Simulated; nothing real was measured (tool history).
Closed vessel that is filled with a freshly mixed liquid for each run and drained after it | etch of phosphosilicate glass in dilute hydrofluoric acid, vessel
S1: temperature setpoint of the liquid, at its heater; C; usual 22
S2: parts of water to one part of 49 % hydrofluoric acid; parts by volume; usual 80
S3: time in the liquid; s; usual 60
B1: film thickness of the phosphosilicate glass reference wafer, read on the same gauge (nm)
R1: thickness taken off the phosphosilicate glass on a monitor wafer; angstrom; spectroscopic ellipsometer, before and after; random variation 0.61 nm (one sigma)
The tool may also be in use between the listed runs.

run    hour    S1   S2  S3     B1      R1
  1       0    22   80  60  30.01   761.9
  2   104.9    22   80  60  30.02   744.3
  3   192.1    22   80  60     30   747.9
  4   277.9    22   80  60     30   744.2
  5   362.6    23   80  60  30.01   768.3
  6     422    23   80  60  29.98   773.9
  7   520.5    22   80  60  29.99     737
  8   611.1    22   80  60  29.99     719
      639.6  -- thermometer replaced
  9   676.9    19   80  40  30.02   451.5
 10   715.3    19   80  40  30.05   451.2
 11   792.4    24   55  60  30.05  1235.6
 12   832.7    24   55  60  30.03  1240.3
 13   892.7    22   80  60  29.95   742.2
 14   959.3    22   80  60  30.01   751.2
 15  1061.5  26.5   50  80  29.99  2000.8
     1073.8  -- gauge calibrated
 16  1145.7    22   80  60     30     746
 17  1192.7    22   80  60  29.99   729.9
 18    1288    22   80  60  29.99   743.6
 19  1376.2  23.5  110  45  29.95   410.1
 20  1480.3    22   80  60  29.97     737
 21  1543.7    22  110  60  29.95   503.9
     1549.7  -- hydrofluoric acid flow meter replaced
 22  1579.9    22   95  80  29.98     801
     1607.7  -- thermometer replaced
 23  1625.1  17.5   50  85  30.02  1505.1
 24  1673.4    22   45  35  30.04     827
 25  1750.9    22   80  60  29.94   762.1
 26  1787.2    17   80  95  29.96   987.4
 27  1832.5    24   80  60  30.02   823.2
 28  1891.1    22   80  60  30.01   767.2

Run 29 comes next. What will it give?
 29  1959.5  22  65  40   ?   ?

Run 29 gave B1 29.96, R1 626.3 angstrom.
Without the tool's hidden state the same run would have given R1 643.1 angstrom.

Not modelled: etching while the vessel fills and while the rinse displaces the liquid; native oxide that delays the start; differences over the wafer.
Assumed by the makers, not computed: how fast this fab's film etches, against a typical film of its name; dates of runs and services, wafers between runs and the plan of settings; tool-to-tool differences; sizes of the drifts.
